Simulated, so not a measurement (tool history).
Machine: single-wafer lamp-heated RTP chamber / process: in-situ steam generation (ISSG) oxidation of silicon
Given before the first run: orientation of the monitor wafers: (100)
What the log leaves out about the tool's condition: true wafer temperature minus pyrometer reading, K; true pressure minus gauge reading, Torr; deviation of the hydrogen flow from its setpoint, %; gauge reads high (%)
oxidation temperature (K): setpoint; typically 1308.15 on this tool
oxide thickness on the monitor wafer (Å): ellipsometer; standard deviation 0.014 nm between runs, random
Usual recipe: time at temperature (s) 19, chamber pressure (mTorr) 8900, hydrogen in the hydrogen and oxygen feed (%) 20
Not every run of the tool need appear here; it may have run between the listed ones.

run	day	oxidation temperature (K)	time at temperature (s)	chamber pressure (mTorr)	hydrogen in the hydrogen and oxygen feed (%)	wafers since the last listed run	wafers since the last pyrometer calibration	hours since the pressure gauge was zeroed	hours since the hydrogen flow controller was replaced	hours since the gauge calibration	read-back reference wafer on the same gauge, thickness	oxide thickness on the monitor wafer (Å)
1	0	1308.15	19	8900	20	0	4506	3790.3	7825.8	6.6	5.14	62.99
2	0.533	1308.15	19	8900	20	88	4595	3803.1	7838.6	19.4	5.142	63.28
3	1.042	1317.15	19	8900	20	84	4680	3815.3	7850.8	31.6	5.14	66.5
4	1.762	1317.15	19	8900	20	119	4800	3832.6	7868.1	48.9	5.136	66.21
5	2.438	1308.15	19	9200	20	112	4912	3848.8	7884.3	65.1	5.141	63.12
# day 3.079: pressure gauge zeroed
6	3.1	1308.15	19	9200	20	54	4967	0.5	7900.2	81	5.136	63.52
# day 3.558: pyrometer window cleaned and pyrometer calibrated
7	3.638	1308.15	19	8900	20	33	13	13.4	7913.1	93.9	5.146	60.82
8	4.062	1293.15	14	8000	24	70	83	23.6	7923.3	104.1	5.141	51.52

What does the tool deliver on the next run?
9	4.654	1308.15	12	8900	20	98	182	37.8	7937.5	118.3	?	?

{"run 9": {"read-back reference wafer on the same gauge, thickness": 5.141, "oxide thickness on the monitor wafer (Å)": 48.49}}
With the hidden condition absent and the run-to-run variation left alone, this run would have shown oxide thickness on the monitor wafer (Å) 48.33.
